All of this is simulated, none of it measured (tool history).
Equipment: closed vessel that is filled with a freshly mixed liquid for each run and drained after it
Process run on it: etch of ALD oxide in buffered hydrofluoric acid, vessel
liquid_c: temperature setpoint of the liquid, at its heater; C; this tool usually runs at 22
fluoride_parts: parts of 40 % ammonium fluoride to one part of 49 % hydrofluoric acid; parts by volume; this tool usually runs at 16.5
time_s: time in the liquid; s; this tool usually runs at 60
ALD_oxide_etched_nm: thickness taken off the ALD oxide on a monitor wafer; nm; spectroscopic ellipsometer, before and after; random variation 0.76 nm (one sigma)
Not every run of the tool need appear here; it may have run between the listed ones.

run,hour,liquid_c,fluoride_parts,time_s,wafers since the last listed run,hours since the thermometer was replaced,hours since the hydrofluoric acid flow meter was replaced,hours since the gauge calibration,"read-back film thickness of the ALD oxide reference wafer, read on the same gauge (nm)",ALD_oxide_etched_nm
1,0,25.5,16.5,60,0,121.4,1146,1313.2,110.03,171.91
2,43.3,22,18.5,60,4593,164.7,1189.3,1356.5,109.99,126.47
3,141.8,22,18.5,60,10448,263.2,1287.8,1455,109.97,126.71
4,238.5,22,16.5,60,10257,359.9,1384.5,1551.7,109.95,141.29
5,299.8,22,16.5,60,6502,421.2,1445.8,1613,110.01,142.09
6,406,24.5,16.5,60,11265,527.4,1552,1719.2,109.99,162.05
# hour 469.6: thermometer replaced
7,497.2,24.5,16.5,60,9568,27.6,1643.2,1810.4,110.01,162.46
8,569.3,24.5,16.5,60,7648,99.7,1715.3,1882.5,110.02,162.15
9,617.8,22,16.5,35,5144,148.2,1763.8,1931,110.03,82.57
10,712.8,22,16.5,60,10077,243.2,1858.8,2026,110.01,140.8
11,756.2,22,16.5,60,4603,286.6,1902.2,2069.4,110,140.87
# hour 839.9: hydrofluoric acid flow meter replaced
12,852.5,22,16.5,85,10109,382.9,12.6,2165.7,109.98,205.98
13,934.5,19.5,16.5,60,8698,464.9,94.6,2247.7,109.98,125.96
14,1018.5,22,16.5,60,8910,548.9,178.6,2331.7,110.01,144.51
# hour 1038.1: gauge calibrated
15,1091.5,22,16.5,60,7743,621.9,251.6,53.4,110,144.9
# hour 1102.9: thermometer replaced
16,1156.2,24,13,60,6757,53.3,316.3,118.1,109.98,203.8
17,1243.2,22,16.5,60,9228,140.3,403.3,205.1,110.05,143.41
18,1286.5,22,16.5,60,4593,183.6,446.6,248.4,110.01,142.75
19,1356.1,19,13.5,60,7382,253.2,516.2,318,109.98,147.73
20,1403.5,22,16.5,60,5028,300.6,563.6,365.4,109.96,142.39
21,1443.4,22,16.5,80,4232,340.5,603.5,405.3,109.99,192.12
22,1490.8,24.5,16.5,80,5028,387.9,650.9,452.7,109.98,219.14
23,1559.4,25,13.5,85,7276,456.5,719.5,521.3,110,293.12
24,1637.3,22,16.5,60,8263,534.4,797.4,599.2,110,143.6
# hour 1700.5: thermometer replaced
25,1887.2,19.5,16.5,60,26402,186.7,1047.3,849.1,110.04,123.05
26,1942.2,20,19.5,85,5834,241.7,1102.3,904.1,110.03,151.56
27,2012.3,24,18.5,60,7435,311.8,1172.4,974.2,110.01,139.97
28,2236.3,25,16.5,85,23761,535.8,1396.4,1198.2,109.98,235.98
# hour 2262.7: thermometer replaced
29,2329.2,23.5,14,30,9748,66.5,1489.3,1291.1,110.02,91.18
30,2375.2,20.5,16.5,60,4879,112.5,1535.3,1337.1,109.99,130.48
31,2419.6,22,16.5,50,4709,156.9,1579.7,1381.5,110.02,116.81
32,2459.9,22,16.5,60,4274,197.2,1620,1421.8,109.99,142.19
33,2530.8,22,16.5,60,7520,268.1,1690.9,1492.7,109.96,140.85

5 ways to go on from here, each from the tool as it stands after run 33. What would each give?
A,2531.5,22,16.5,45,74,268.8,1691.6,1493.4,?,?
B,2531.5,22,20.5,45,74,268.8,1691.6,1493.4,?,?
C,2531.5,18.5,13.5,60,74,268.8,1691.6,1493.4,?,?
D,2531.5,18.5,14,45,74,268.8,1691.6,1493.4,?,?
E,2531.5,20,18.5,75,74,268.8,1691.6,1493.4,?,?

run,"read-back film thickness of the ALD oxide reference wafer, read on the same gauge (nm)",ALD_oxide_etched_nm
A,110.01,104.92
B,110.01,86.2
C,110.01,140.11
D,110.01,101.4
E,110.01,139.72
Stripped of hidden state, with their random variation kept, the same runs would have yielded:
run,ALD_oxide_etched_nm
A,108.55
B,88.27
C,144.94
D,104.89
E,144.56
